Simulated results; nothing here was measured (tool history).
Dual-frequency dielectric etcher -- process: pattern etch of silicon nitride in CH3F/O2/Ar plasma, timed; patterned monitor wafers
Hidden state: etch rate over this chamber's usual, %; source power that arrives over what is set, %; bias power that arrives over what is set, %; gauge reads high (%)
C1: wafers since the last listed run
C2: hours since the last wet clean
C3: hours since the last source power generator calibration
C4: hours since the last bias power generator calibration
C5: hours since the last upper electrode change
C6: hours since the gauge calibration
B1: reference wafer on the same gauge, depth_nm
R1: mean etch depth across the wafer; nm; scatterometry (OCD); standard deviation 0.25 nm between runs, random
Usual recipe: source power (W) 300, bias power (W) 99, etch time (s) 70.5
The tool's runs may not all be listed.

Run 1, hour 0.0: usual settings but bias power (W) 115, etch time (s) 75.0; C1 0; C2 188.9; C3 2749.6; C4 1900.9; C5 4180.8; C6 1839.1; B1 50.35. Result: R1 58.24 nm.
Run 2, hour 36.1: usual settings but bias power (W) 115, etch time (s) 75.0; C1 296; C2 225.0; C3 2785.7; C4 1937.0; C5 4216.9; C6 1875.2; B1 50.29. Result: R1 58.31 nm.
Run 3, hour 119.2: usual settings but bias power (W) 115, etch time (s) 75.0; C1 683; C2 308.1; C3 2868.8; C4 2020.1; C5 4300.0; C6 1958.3; B1 50.38. Result: R1 58.35 nm.
At hour 146.3: gauge calibrated.
Run 4, hour 188.3: usual settings but bias power (W) 90; C1 568; C2 377.2; C3 2937.9; C4 2089.2; C5 4369.1; C6 42.0; B1 52.52. Result: R1 50.72 nm.
Run 5, hour 295.7: usual settings but bias power (W) 116, etch time (s) 84.5; C1 883; C2 484.6; C3 3045.3; C4 2196.6; C5 4476.5; C6 149.4; B1 52.18. Result: R1 68.78 nm.
Run 6, hour 351.0: usual settings but etch time (s) 59.0; C1 454; C2 539.9; C3 3100.6; C4 2251.9; C5 4531.8; C6 204.7; B1 52.04. Result: R1 43.89 nm.
At hour 410.9: wet clean of the chamber.
Run 7, hour 411.4: usual settings but etch time (s) 59.0; C1 299; C2 0.5; C3 3161.0; C4 2312.3; C5 4592.2; C6 265.1; B1 51.94. Result: R1 44.33 nm.
At hour 470.4: source power generator calibrated.
Run 8, hour 481.5: usual settings but etch time (s) 59.0; C1 543; C2 70.6; C3 11.1; C4 2382.4; C5 4662.3; C6 335.2; B1 51.79. Result: R1 44.04 nm.
Run 9, hour 573.8: usual settings; C1 759; C2 162.9; C3 103.4; C4 2474.7; C5 4754.6; C6 427.5; B1 51.60. Result: R1 52.72 nm.
Run 10, hour 672.8: usual settings; C1 814; C2 261.9; C3 202.4; C4 2573.7; C5 4853.6; C6 526.5; B1 51.48. Result: R1 52.57 nm.
Run 11, hour 761.3: usual settings but bias power (W) 85; C1 727; C2 350.4; C3 290.9; C4 2662.2; C5 4942.1; C6 615.0; B1 51.29. Result: R1 48.42 nm.
Run 12, hour 841.7: usual settings but source power (W) 260, etch time (s) 58.0; C1 661; C2 430.8; C3 371.3; C4 2742.6; C5 5022.5; C6 695.4; B1 51.28. Result: R1 41.00 nm.
Run 13, hour 884.7: usual settings but source power (W) 270, bias power (W) 89, etch time (s) 84.0; C1 353; C2 473.8; C3 414.3; C4 2785.6; C5 5065.5; C6 738.4; B1 51.18. Result: R1 56.75 nm.
At hour 940.1: bias power generator calibrated.
At hour 987.1: wet clean of the chamber.
Run 14, hour 989.6: usual settings but etch time (s) 90.0; C1 632; C2 2.5; C3 519.2; C4 49.5; C5 5170.4; C6 843.3; B1 51.06. Result: R1 66.24 nm.
Run 15, hour 1055.8: usual settings but source power (W) 270; C1 544; C2 68.7; C3 585.4; C4 115.7; C5 5236.6; C6 909.5; B1 50.95. Result: R1 50.08 nm.
Run 16, hour 1104.3: usual settings but source power (W) 360; C1 398; C2 117.2; C3 633.9; C4 164.2; C5 5285.1; C6 958.0; B1 51.03. Result: R1 55.57 nm.
Run 17, hour 1193.5: usual settings; C1 733; C2 206.4; C3 723.1; C4 253.4; C5 5374.3; C6 1047.2; B1 50.99. Result: R1 51.89 nm.
Run 18, hour 1233.8: usual settings but source power (W) 340, bias power (W) 83; C1 331; C2 246.7; C3 763.4; C4 293.7; C5 5414.6; C6 1087.5; B1 50.95. Result: R1 49.00 nm.
Run 19, hour 1269.9: usual settings but source power (W) 250, bias power (W) 120, etch time (s) 78.0; C1 296; C2 282.8; C3 799.5; C4 329.8; C5 5450.7; C6 1123.6; B1 50.90. Result: R1 59.32 nm.
Run 20, hour 1365.3: usual settings but source power (W) 340, bias power (W) 119, etch time (s) 64.5; C1 784; C2 378.2; C3 894.9; C4 425.2; C5 5546.1; C6 1219.0; B1 50.85. Result: R1 53.98 nm.
Run 21, hour 1412.3: usual settings but source power (W) 240; C1 386; C2 425.2; C3 941.9; C4 472.2; C5 5593.1; C6 1266.0; B1 50.82. Result: R1 47.82 nm.
At hour 1485.4: upper electrode replaced.
Run 22, hour 1493.2: usual settings; C1 467; C2 506.1; C3 1022.8; C4 553.1; C5 7.8; C6 1346.9; B1 50.80. Result: R1 51.83 nm.
At hour 1519.8: wet clean of the chamber.
Run 23, hour 1600.8: usual settings but source power (W) 370, bias power (W) 108; C1 687; C2 81.0; C3 1130.4; C4 660.7; C5 115.4; C6 1454.5; B1 50.79. Result: R1 57.63 nm.
Run 24, hour 1702.0: usual settings but bias power (W) 85, etch time (s) 54.5; C1 832; C2 182.2; C3 1231.6; C4 761.9; C5 216.6; C6 1555.7; B1 50.74. Result: R1 37.00 nm.
Run 25, hour 1747.5: usual settings but source power (W) 270, bias power (W) 89, etch time (s) 84.0; C1 374; C2 227.7; C3 1277.1; C4 807.4; C5 262.1; C6 1601.2; B1 50.71. Result: R1 56.40 nm.
Run 26, hour 1823.0: usual settings but bias power (W) 106, etch time (s) 79.5; C1 620; C2 303.2; C3 1352.6; C4 882.9; C5 337.6; C6 1676.7; B1 50.66. Result: R1 60.30 nm.
Run 27, hour 1878.6: usual settings but source power (W) 320, etch time (s) 53.0; C1 457; C2 358.8; C3 1408.2; C4 938.5; C5 393.2; C6 1732.3; B1 50.75. Result: R1 39.73 nm.
Run 28, hour 1926.1: usual settings but source power (W) 330, bias power (W) 84, etch time (s) 78.5; C1 390; C2 406.3; C3 1455.7; C4 986.0; C5 440.7; C6 1779.8; B1 50.66. Result: R1 54.84 nm.
Run 29, hour 1983.3: usual settings; C1 470; C2 463.5; C3 1512.9; C4 1043.2; C5 497.9; C6 1837.0; B1 50.71. Result: R1 51.58 nm.
Run 30, hour 2051.3: usual settings but source power (W) 330, bias power (W) 76, etch time (s) 58.0; C1 559; C2 531.5; C3 1580.9; C4 1111.2; C5 565.9; C6 1905.0; B1 50.66. Result: R1 38.46 nm.

4 options for the next run, each taken on its own from the tool as it stands now. Forecast them:
Run A, hour 2051.7: usual settings but etch time (s) 81.0; C1 3; C2 531.9; C3 1581.3; C4 1111.6; C5 566.3; C6 1905.4; B1 ?. Result: R1 ?.
Run B, hour 2051.7: usual settings but source power (W) 270, etch time (s) 91.0; C1 3; C2 531.9; C3 1581.3; C4 1111.6; C5 566.3; C6 1905.4; B1 ?. Result: R1 ?.
Run C, hour 2051.7: usual settings but source power (W) 260, bias power (W) 113, etch time (s) 54.0; C1 3; C2 531.9; C3 1581.3; C4 1111.6; C5 566.3; C6 1905.4; B1 ?. Result: R1 ?.
Run D, hour 2051.7: usual settings but source power (W) 230, bias power (W) 84, etch time (s) 51.0; C1 3; C2 531.9; C3 1581.3; C4 1111.6; C5 566.3; C6 1905.4; B1 ?. Result: R1 ?.

run     B1     R1
  A  50.67  59.47
  B  50.67  64.62
  C  50.67  40.51
  D  50.67  31.65
Stripped of hidden state, with their random variation kept, the same runs would have yielded:
run     R1
  A  61.38
  B  66.69
  C  41.81
  D  32.67
